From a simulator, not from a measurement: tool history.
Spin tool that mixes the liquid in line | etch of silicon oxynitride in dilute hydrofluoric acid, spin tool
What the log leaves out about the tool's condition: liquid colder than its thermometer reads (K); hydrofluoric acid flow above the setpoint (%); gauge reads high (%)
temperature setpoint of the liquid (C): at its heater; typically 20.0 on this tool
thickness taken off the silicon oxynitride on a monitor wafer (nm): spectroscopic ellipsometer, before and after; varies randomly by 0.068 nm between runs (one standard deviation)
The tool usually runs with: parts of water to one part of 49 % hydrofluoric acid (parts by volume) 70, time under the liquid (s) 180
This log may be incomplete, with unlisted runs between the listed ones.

| run | day | temperature setpoint of the liquid (C) | parts of water to one part of 49 % hydrofluoric acid (parts by volume) | time under the liquid (s) | wafers since the last listed run | hours since the thermometer was replaced | hours since the hydrofluoric acid flow meter was replaced | hours since the gauge calibration | read-back film thickness of the silicon oxynitride reference wafer, read on the same gauge (nm) | thickness taken off the silicon oxynitride on a monitor wafer (nm) |
|---|---|---|---|---|---|---|---|---|---|---|
| 1 | 0.000 | 20.0 | 70 | 180 | 0 | 621.5 | 862.6 | 270.1 | 140.03 | 10.33 |
| 2 | 1.704 | 20.0 | 70 | 180 | 256 | 662.4 | 903.5 | 311.0 | 140.01 | 10.31 |
| 3 | 4.438 | 20.0 | 70 | 180 | 412 | 728.0 | 969.1 | 376.6 | 139.99 | 10.51 |
| 4 | 6.975 | 20.0 | 70 | 180 | 382 | 788.9 | 1030.0 | 437.5 | 140.04 | 10.38 |
| 5 | 8.312 | 22.0 | 45 | 180 | 201 | 821.0 | 1062.1 | 469.6 | 139.95 | 18.27 |
| 6 | 11.146 | 22.0 | 45 | 180 | 427 | 889.0 | 1130.1 | 537.6 | 139.96 | 18.31 |
| 7 | 13.638 | 20.0 | 70 | 180 | 375 | 948.8 | 1189.9 | 597.4 | 139.98 | 10.48 |
| 8 | 14.888 | 20.0 | 70 | 180 | 188 | 978.8 | 1219.9 | 627.4 | 139.98 | 10.48 |
| 9 | 17.262 | 21.5 | 70 | 180 | 358 | 1035.8 | 1276.9 | 684.4 | 139.97 | 11.42 |
| 10 | 19.608 | 21.5 | 70 | 180 | 353 | 1092.1 | 1333.2 | 740.7 | 139.99 | 11.52 |
|  | 21.379 | gauge calibrated |
| 11 | 24.346 | 22.5 | 40 | 180 | 714 | 1205.8 | 1446.9 | 71.2 | 140.00 | 21.52 |
| 12 | 25.450 | 22.5 | 40 | 180 | 166 | 1232.3 | 1473.4 | 97.7 | 140.03 | 21.56 |
| 13 | 27.671 | 17.5 | 85 | 260 | 334 | 1285.6 | 1526.7 | 151.0 | 140.02 | 10.91 |
| 14 | 30.592 | 20.0 | 105 | 180 | 440 | 1355.7 | 1596.8 | 221.1 | 140.03 | 6.99 |

Run 15 has not been measured yet. What should we expect?
|  | 31.846 | thermometer replaced |
| 15 | 32.088 | 17.0 | 55 | 285 | 219 | 5.8 | 1632.7 | 257.0 | ? | ? |

{"run 15": {"read-back film thickness of the silicon oxynitride reference wafer, read on the same gauge (nm)": 140.01, "thickness taken off the silicon oxynitride on a monitor wafer (nm)": 18.87}}
If the tool had no hidden condition, the same run with the same run-to-run variation would have returned thickness taken off the silicon oxynitride on a monitor wafer (nm) 17.58.

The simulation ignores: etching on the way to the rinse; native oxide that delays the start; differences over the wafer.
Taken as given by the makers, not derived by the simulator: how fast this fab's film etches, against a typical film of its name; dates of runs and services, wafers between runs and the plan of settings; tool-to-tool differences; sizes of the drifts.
